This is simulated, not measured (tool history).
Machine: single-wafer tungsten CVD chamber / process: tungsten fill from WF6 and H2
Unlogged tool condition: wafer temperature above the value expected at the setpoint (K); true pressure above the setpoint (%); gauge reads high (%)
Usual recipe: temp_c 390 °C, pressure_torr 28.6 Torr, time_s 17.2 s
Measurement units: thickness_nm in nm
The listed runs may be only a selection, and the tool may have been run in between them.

run	hour	temp_c	pressure_torr	time_s	wafers since the last listed run	hours since the last thermocouple change	hours since the last manometer calibration	hours since the showerhead was replaced	hours since the gauge calibration	read-back reference wafer on the same gauge, thickness_nm	thickness_nm
1	0	396	28.6	17.2	0	408.5	731.4	2440.4	3365.1	50.697	46.811
2	91.6	390	26	17.2	2522	500.1	823	2532	3456.7	50.699	38.893
3	150.8	390	28.6	17.2	1630	559.3	882.2	2591.2	3515.9	50.706	42.276
4	221.6	390	28.6	17.2	1949	630.1	953	2662	3586.7	50.718	42.282
5	312.4	390	28.6	15.4	2500	720.9	1043.8	2752.8	3677.5	50.683	37.563
6	375.4	390	28.6	17.2	1734	783.9	1106.8	2815.8	3740.5	50.701	42.051
# hour 534.5: capacitance manometer re-zeroed and calibrated
7	558.8	390	28.6	17.2	4829	967.3	24.3	2999.2	3923.9	50.716	42.029
8	601.6	390	28.6	17.2	1178	1010.1	67.1	3042	3966.7	50.693	41.613
# hour 614.5: gauge calibrated
9	685.8	390	28.6	15	2318	1094.3	151.3	3126.2	71.3	50.686	36.299
10	772.7	390	28.6	15	2392	1181.2	238.2	3213.1	158.2	50.695	36.482
11	847.7	390	28.6	15	2065	1256.2	313.2	3288.1	233.2	50.701	36.415
12	915.5	397	28.6	17.2	1866	1324	381	3355.9	301	50.696	46.765
13	959.4	384	28.6	15.1	1208	1367.9	424.9	3399.8	344.9	50.689	32.982
14	1045.7	390	28.6	19.7	2376	1454.2	511.2	3486.1	431.2	50.694	47.727
15	1141.4	390	22.1	19.1	2635	1549.9	606.9	3581.8	526.9	50.686	36.476
16	1183	390	28.6	17.2	1145	1591.5	648.5	3623.4	568.5	50.694	41.649
17	1260.1	390	28.6	16.2	2122	1668.6	725.6	3700.5	645.6	50.693	39.075
# hour 1295.9: showerhead replaced
18	1356.2	390	28.6	17.2	2425	1764.7	821.7	60.3	741.7	50.707	41.514
19	1407.3	404	26.7	20	1407	1815.8	872.8	111.4	792.8	50.71	57.602
20	1485	390	23.2	20.1	2139	1893.5	950.5	189.1	870.5	50.694	40.235
21	1568.1	378	28.6	17.2	2288	1976.6	1033.6	272.2	953.6	50.733	33.299
# hour 1601.7: thermocouple changed; heater temperature recalibrated
22	1643.9	378	28.6	14.5	1866	42.2	1109.4	348	1029.4	50.738	29.224
23	1694.2	379	33.5	18.7	1385	92.5	1159.7	398.3	1079.7	50.682	42.938
24	1753.6	396	24.6	14.8	1635	151.9	1219.1	457.7	1139.1	50.683	35.612
# hour 1794.8: capacitance manometer re-zeroed and calibrated
25	1813.6	390	28.6	17.2	1431	211.9	18.8	517.7	1199.1	50.701	42.659
26	1888.9	390	28.6	17.2	2073	287.2	94.1	593	1274.4	50.709	42.647
27	1969.7	390	28.6	17.2	2224	368	174.9	673.8	1355.2	50.721	42.34
28	2043.3	380	33.8	17.2	2026	441.6	248.5	747.4	1428.8	50.699	40.524
29	2132.7	390	31.5	18.1	2461	531	337.9	836.8	1518.2	50.691	48.068
30	2224.5	384	28.6	15.1	2527	622.8	429.7	928.6	1610	50.712	33.455
31	2321.7	377	28.6	17.2	2676	720	526.9	1025.8	1707.2	50.735	33.404
32	2423.5	381	24.1	18.9	2803	821.8	628.7	1127.6	1809	50.709	34.144
33	2480.1	390	28.6	17.2	1558	878.4	685.3	1184.2	1865.6	50.663	42.154
34	2553.8	404	28.6	16.3	2029	952.1	759	1257.9	1939.3	50.712	50.323
35	2610.4	390	28.6	17.2	1558	1008.7	815.6	1314.5	1995.9	50.729	41.904

Consider 3 possible next runs. They are alternatives, not a sequence: every one starts from the tool as it was left by run 35. What does each give?
A	2610.8	390	28.6	17.2	11	1009.1	816	1314.9	1996.3	?	?
B	2610.8	394	23.9	14	11	1009.1	816	1314.9	1996.3	?	?
C	2610.8	398	28.6	14.6	11	1009.1	816	1314.9	1996.3	?	?

run	read-back reference wafer on the same gauge, thickness_nm	thickness_nm
A	50.716	42.155
B	50.716	31.315
C	50.716	40.872
Take away the tool's hidden state, keep each run's random variation, and the runs would have read:
run	thickness_nm
A	42.814
B	31.788
C	41.483
